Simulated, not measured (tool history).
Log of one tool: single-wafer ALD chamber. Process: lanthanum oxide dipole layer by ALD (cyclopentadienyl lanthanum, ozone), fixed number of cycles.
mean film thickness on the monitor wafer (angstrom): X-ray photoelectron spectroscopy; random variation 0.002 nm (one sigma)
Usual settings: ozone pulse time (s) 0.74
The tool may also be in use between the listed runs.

run   hour  ozone pulse time (s)  read-back reference wafer on the same gauge, thickness_nm  mean film thickness on the monitor wafer (angstrom)
  1      0                  0.74                                                       0.45                                                    4
  2    8.6                  0.74                                                       0.45                                                 3.99
  3   15.9                  0.74                                                       0.45                                                 4.03
  4   23.1                  0.74                                                       0.45                                                 3.99
  5   30.5                   0.8                                                       0.45                                                 4.26
  6   40.1                   0.8                                                       0.45                                                 4.22
  7   52.4                   0.8                                                       0.45                                                 4.24
  8   67.5                  0.74                                                       0.45                                                 4.02
  9   74.7                  0.74                                                       0.45                                                 4.03
 10   86.2                  0.74                                                       0.45                                                 4.01
      95.8  -- showerhead replaced
 11   96.3                  0.74                                                       0.45                                                    4
 12  104.8                  0.74                                                      0.449                                                    4
 13    113                  0.74                                                       0.45                                                 4.01
 14  119.3                  0.93                                                       0.45                                                 4.63
     128.8  -- gauge calibrated
 15    135                   0.9                                                      0.449                                                  4.5
 16  147.7                  0.59                                                       0.45                                                 3.26
     157.5  -- thermocouple changed; heater temperature recalibrated
     166.8  -- ozone generator serviced
 17  167.3                  0.74                                                       0.45                                                 3.72
 18  181.5                  1.02                                                       0.45                                                 4.58
 19  199.5                  0.95                                                       0.45                                                 4.38
 20  206.4                  0.82                                                       0.45                                                 3.99
 21  212.7                  0.92                                                       0.45                                                 4.34
 22  221.2                  0.74                                                       0.45                                                 3.71
 23  231.1                  0.52                                                      0.449                                                 2.43
 24  238.3                  0.55                                                       0.45                                                 2.68
     254.1  -- ozone generator serviced, repeated, since the last time left the tool worse
 25  254.6                  0.74                                                      0.449                                                  4.2
 26  267.5                  1.01                                                       0.45                                                 4.94
 27  285.4                  0.82                                                      0.451                                                 4.46
 28  298.3                  0.54                                                       0.45                                                 3.09
 29  314.8                  0.66                                                       0.45                                                 3.81
 30  329.9                  0.74                                                      0.451                                                 4.14
 31  346.1                  0.96                                                       0.45                                                 4.78
 32    354                  0.47                                                       0.45                                                 2.49
 33  361.6                  0.65                                                       0.45                                                 3.73

5 ways to go on from here, each from the tool as it stands after run 33. What would each give?
  A   362                  0.74                                                          ?                                                    ?
  B   362                  0.57                                                          ?                                                    ?
  C   362                     1                                                          ?                                                    ?
  D   362                  0.63                                                          ?                                                    ?
  E   362                   0.6                                                          ?                                                    ?

run  read-back reference wafer on the same gauge, thickness_nm  mean film thickness on the monitor wafer (angstrom)
  A                                                       0.45                                                 4.15
  B                                                       0.45                                                 3.26
  C                                                       0.45                                                 4.88
  D                                                       0.45                                                 3.63
  E                                                       0.45                                                 3.45
Without the tool's hidden state the same runs would have given:
run  mean film thickness on the monitor wafer (angstrom)
  A                                                 4.25
  B                                                 3.37
  C                                                 4.95
  D                                                 3.73
  E                                                 3.56
